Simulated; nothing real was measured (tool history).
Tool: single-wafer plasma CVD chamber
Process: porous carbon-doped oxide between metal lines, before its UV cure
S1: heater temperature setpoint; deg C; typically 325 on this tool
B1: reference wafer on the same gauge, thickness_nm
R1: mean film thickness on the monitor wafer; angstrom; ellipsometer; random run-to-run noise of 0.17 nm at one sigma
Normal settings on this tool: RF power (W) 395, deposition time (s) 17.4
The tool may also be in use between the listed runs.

{"run": 1, "hour": 0.0, "S1": 318, "RF power (W)": 395, "deposition time (s)": 17.4, "B1": 61.794, "R1": 781.38}
{"run": 2, "hour": 14.3, "S1": 325, "RF power (W)": 395, "deposition time (s)": 17.4, "B1": 61.795, "R1": 746.85}
{"run": 3, "hour": 23.9, "S1": 325, "RF power (W)": 395, "deposition time (s)": 17.4, "B1": 61.786, "R1": 748.58}
{"run": 4, "hour": 35.7, "S1": 325, "RF power (W)": 395, "deposition time (s)": 17.4, "B1": 61.785, "R1": 747.11}
{"run": 5, "hour": 49.4, "S1": 325, "RF power (W)": 340, "deposition time (s)": 17.4, "B1": 61.774, "R1": 652.56}
{"run": 6, "hour": 56.6, "S1": 325, "RF power (W)": 340, "deposition time (s)": 17.4, "B1": 61.775, "R1": 654.01}
{"run": 7, "hour": 65.6, "S1": 325, "RF power (W)": 395, "deposition time (s)": 17.4, "B1": 61.846, "R1": 745.28}
{"run": 8, "hour": 73.2, "S1": 325, "RF power (W)": 395, "deposition time (s)": 19.6, "B1": 61.817, "R1": 839.85}
{"run": 9, "hour": 82.6, "S1": 325, "RF power (W)": 395, "deposition time (s)": 19.6, "B1": 61.802, "R1": 834.54}
{"run": 10, "hour": 89.8, "S1": 325, "RF power (W)": 395, "deposition time (s)": 19.6, "B1": 61.803, "R1": 838.09}
{"run": 11, "hour": 105.3, "S1": 325, "RF power (W)": 395, "deposition time (s)": 16.1, "B1": 61.807, "R1": 696.61}
{"run": 12, "hour": 111.3, "S1": 325, "RF power (W)": 395, "deposition time (s)": 16.1, "B1": 61.804, "R1": 693.87}
{"hour": 117.5, "done": "gauge calibrated"}
{"run": 13, "hour": 128.0, "S1": 325, "RF power (W)": 395, "deposition time (s)": 16.1, "B1": 61.794, "R1": 693.08}
{"run": 14, "hour": 144.0, "S1": 325, "RF power (W)": 395, "deposition time (s)": 17.4, "B1": 61.803, "R1": 746.14}
{"run": 15, "hour": 150.8, "S1": 325, "RF power (W)": 395, "deposition time (s)": 17.4, "B1": 61.827, "R1": 749.46}
{"run": 16, "hour": 167.3, "S1": 325, "RF power (W)": 445, "deposition time (s)": 17.4, "B1": 61.787, "R1": 830.97}
{"run": 17, "hour": 175.5, "S1": 330, "RF power (W)": 450, "deposition time (s)": 16.0, "B1": 61.781, "R1": 749.74}
{"run": 18, "hour": 185.4, "S1": 325, "RF power (W)": 345, "deposition time (s)": 19.0, "B1": 61.77, "R1": 720.73}
{"run": 19, "hour": 196.4, "S1": 319, "RF power (W)": 395, "deposition time (s)": 17.4, "B1": 61.788, "R1": 774.83}
{"hour": 208.1, "done": "thermocouple changed; heater temperature recalibrated"}
{"run": 20, "hour": 213.3, "S1": 319, "RF power (W)": 395, "deposition time (s)": 17.4, "B1": 61.836, "R1": 749.11}
{"run": 21, "hour": 220.6, "S1": 325, "RF power (W)": 395, "deposition time (s)": 17.4, "B1": 61.821, "R1": 720.81}
{"run": 22, "hour": 229.0, "S1": 325, "RF power (W)": 340, "deposition time (s)": 17.4, "B1": 61.803, "R1": 629.12}
{"hour": 243.9, "done": "RF generator calibrated"}
{"run": 23, "hour": 244.4, "S1": 318, "RF power (W)": 345, "deposition time (s)": 20.3, "B1": 61.815, "R1": 771.33}
{"run": 24, "hour": 249.0, "S1": 325, "RF power (W)": 475, "deposition time (s)": 17.4, "B1": 61.824, "R1": 842.8}
{"run": 25, "hour": 257.2, "S1": 336, "RF power (W)": 355, "deposition time (s)": 18.3, "B1": 61.79, "R1": 652.26}
{"hour": 265.6, "done": "showerhead replaced, of another model than before"}
{"run": 26, "hour": 271.8, "S1": 333, "RF power (W)": 450, "deposition time (s)": 17.4, "B1": 61.825, "R1": 748.63}
{"run": 27, "hour": 281.4, "S1": 325, "RF power (W)": 355, "deposition time (s)": 15.5, "B1": 61.781, "R1": 608.2}
{"run": 28, "hour": 315.9, "S1": 332, "RF power (W)": 440, "deposition time (s)": 17.4, "B1": 61.806, "R1": 745.82}
{"hour": 329.8, "done": "gauge calibrated"}
{"run": 29, "hour": 330.7, "S1": 316, "RF power (W)": 455, "deposition time (s)": 16.1, "B1": 61.792, "R1": 775.18}
{"run": 30, "hour": 346.5, "S1": 318, "RF power (W)": 455, "deposition time (s)": 16.1, "B1": 61.814, "R1": 768.0}
{"run": 31, "hour": 356.7, "S1": 320, "RF power (W)": 475, "deposition time (s)": 17.4, "B1": 61.776, "R1": 836.33}

Hidden state or all else? Some run-to-run changes of R1, split into what the settings, what came in and random variation would give without the hidden state, and what is left for the hidden state (with any gauge scatter that isn't in both results):
Hidden state at play: wafer temperature above the value expected at the setpoint (K); delivered RF power above the setpoint (%); gauge reads high (%).
Run 10 -> 11: deposition time (s) 19.6 -> 16.1. R1 -141.48 angstrom: hidden state -4.98, all else -136.50.
Run 16 -> 17: S1 325 -> 330, RF power (W) 445 -> 450, deposition time (s) 17.4 -> 16.0. R1 -81.23 angstrom: hidden state -3.73, all else -77.50.
Run 19 -> 20: thermocouple changed; heater temperature recalibrated. R1 -25.72 angstrom: hidden state -30.48, all else +4.76.
Run 22 -> 23: S1 325 -> 318, RF power (W) 340 -> 345, deposition time (s) 17.4 -> 20.3, RF generator calibrated. R1 +142.21 angstrom: hidden state +0.96, all else +141.25.
Run 24 -> 25: S1 325 -> 336, RF power (W) 475 -> 355, deposition time (s) 17.4 -> 18.3. R1 -190.54 angstrom: hidden state +0.09, all else -190.63.
